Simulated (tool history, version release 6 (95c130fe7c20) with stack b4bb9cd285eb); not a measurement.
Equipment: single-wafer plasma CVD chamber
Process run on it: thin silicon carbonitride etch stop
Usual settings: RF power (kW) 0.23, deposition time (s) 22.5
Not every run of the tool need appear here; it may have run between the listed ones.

run,hour,RF power (kW),deposition time (s),"read-back reference wafer on the same gauge, thickness_nm",mean film thickness on the monitor wafer (Å)
1,0,0.23,22.5,14.048,145.05
2,16.6,0.23,22.5,14.069,144.64
# hour 22.8: gauge calibrated
3,29,0.23,23.4,14.002,149.84
4,44.9,0.23,23.4,14.007,150
5,61.8,0.23,23.4,14.007,150
6,74.1,0.23,24.6,14.005,157.81
# hour 107.6: showerhead replaced
# hour 109.9: thermocouple changed; heater temperature recalibrated
7,110.4,0.23,24.6,14.033,157.73
8,117.2,0.23,24.6,14.031,157.91
9,127.5,0.26,22.5,14.036,150.97
10,140.7,0.26,22.5,14.051,150.91
11,154.1,0.23,22.5,14.061,144.66
# hour 168.6: RF generator calibrated
12,169.5,0.23,20.5,14.068,132.34
# hour 176.9: gauge calibrated
13,187.2,0.245,24.5,14.005,160.29
14,194,0.245,18.9,14.006,123.76
15,205.9,0.23,22.5,14.011,144.19
16,223.8,0.23,21,14.014,135
17,240.8,0.26,24.1,14.013,161.04
18,258.6,0.195,21.1,14.023,128.05
19,274.9,0.19,22.5,14.032,135.11
20,281,0.23,24.6,14.038,158.24

5 ways to go on from here, each from the tool as it stands after run 20. What would each give?
A,281.4,0.23,20.8,?,?
B,281.4,0.27,26.1,?,?
C,281.4,0.21,25.8,?,?
D,281.4,0.2,24,?,?
E,281.4,0.2,18.2,?,?

run,"read-back reference wafer on the same gauge, thickness_nm",mean film thickness on the monitor wafer (Å)
A,14.046,134
B,14.046,177.62
C,14.046,161.03
D,14.046,147.24
E,14.046,111.66
With the hidden condition removed and each run's random variation left untouched, the same runs would have given:
run,mean film thickness on the monitor wafer (Å)
A,133.6
B,177.08
C,160.55
D,146.8
E,111.32
